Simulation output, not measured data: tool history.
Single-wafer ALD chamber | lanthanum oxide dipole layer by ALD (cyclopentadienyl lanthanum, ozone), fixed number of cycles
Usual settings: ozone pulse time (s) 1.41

run,hour,ozone pulse time (s),wafers since the last listed run,hours since the last thermocouple change,hours since the last ozone generator service,hours since the showerhead was replaced,hours since the gauge calibration,"read-back reference wafer on the same gauge, thickness_nm",mean film thickness on the monitor wafer (Å)
1,0,1.14,0,850,43.8,6911.7,560.5,0.461,5.18
2,61.3,1.14,873,911.3,105.1,6973,621.8,0.461,5.17
3,99.8,0.97,548,949.8,143.6,7011.5,660.3,0.461,5.06
4,199.9,1.66,1427,1049.9,243.7,7111.6,760.4,0.461,5.41
5,278.6,1.66,1122,1128.6,322.4,7190.3,839.1,0.461,5.43
6,322.1,1.66,620,1172.1,365.9,7233.8,882.6,0.461,5.44
# hour 411: gauge calibrated
7,544,1.41,3163,1394,587.8,7455.7,133,0.461,5.27
8,632.8,1.66,1266,1482.8,676.6,7544.5,221.8,0.461,5.36
9,684.3,1.67,734,1534.3,728.1,7596,273.3,0.461,5.36
# hour 770.7: ozone generator serviced
10,784.3,1.95,1311,1634.3,13.6,7696,373.3,0.461,5.52
11,838.4,1.82,771,1688.4,67.7,7750.1,427.4,0.461,5.49
12,876.1,1.23,537,1726.1,105.4,7787.8,465.1,0.461,5.24
# hour 886.8: showerhead replaced
# hour 954.7: thermocouple changed; heater temperature recalibrated
13,955.2,1.62,899,0.5,184.5,68.4,544.2,0.461,5.41
14,1026.8,0.93,1020,72.1,256.1,140,615.8,0.461,4.99
15,1287.2,1.67,3712,332.5,516.5,400.4,876.2,0.461,5.39

Hidden state at the last listed run before each entry between runs and at the first one after, where it differs:
Between runs 6 and 7: gauge calibrated (hour 411)
  ozone dose above that of a generator just serviced (%): -3.99 -> -9.86
  measured result minus the result with no hidden state, mean film thickness on the monitor wafer (Å): -0.02 -> -0.07
Between runs 9 and 10: ozone generator serviced (hour 770.7)
  ozone dose above that of a generator just serviced (%): -15 -> -0.0478
  measured result minus the result with no hidden state, mean film thickness on the monitor wafer (Å): -0.09 -> -0.01
Between runs 12 and 13: showerhead replaced (hour 886.8); thermocouple changed; heater temperature recalibrated (hour 954.7)
  ozone dose above that of a generator just serviced (%): -0.351 -> -0.986
  measured result minus the result with no hidden state, mean film thickness on the monitor wafer (Å): +0 -> -0.01

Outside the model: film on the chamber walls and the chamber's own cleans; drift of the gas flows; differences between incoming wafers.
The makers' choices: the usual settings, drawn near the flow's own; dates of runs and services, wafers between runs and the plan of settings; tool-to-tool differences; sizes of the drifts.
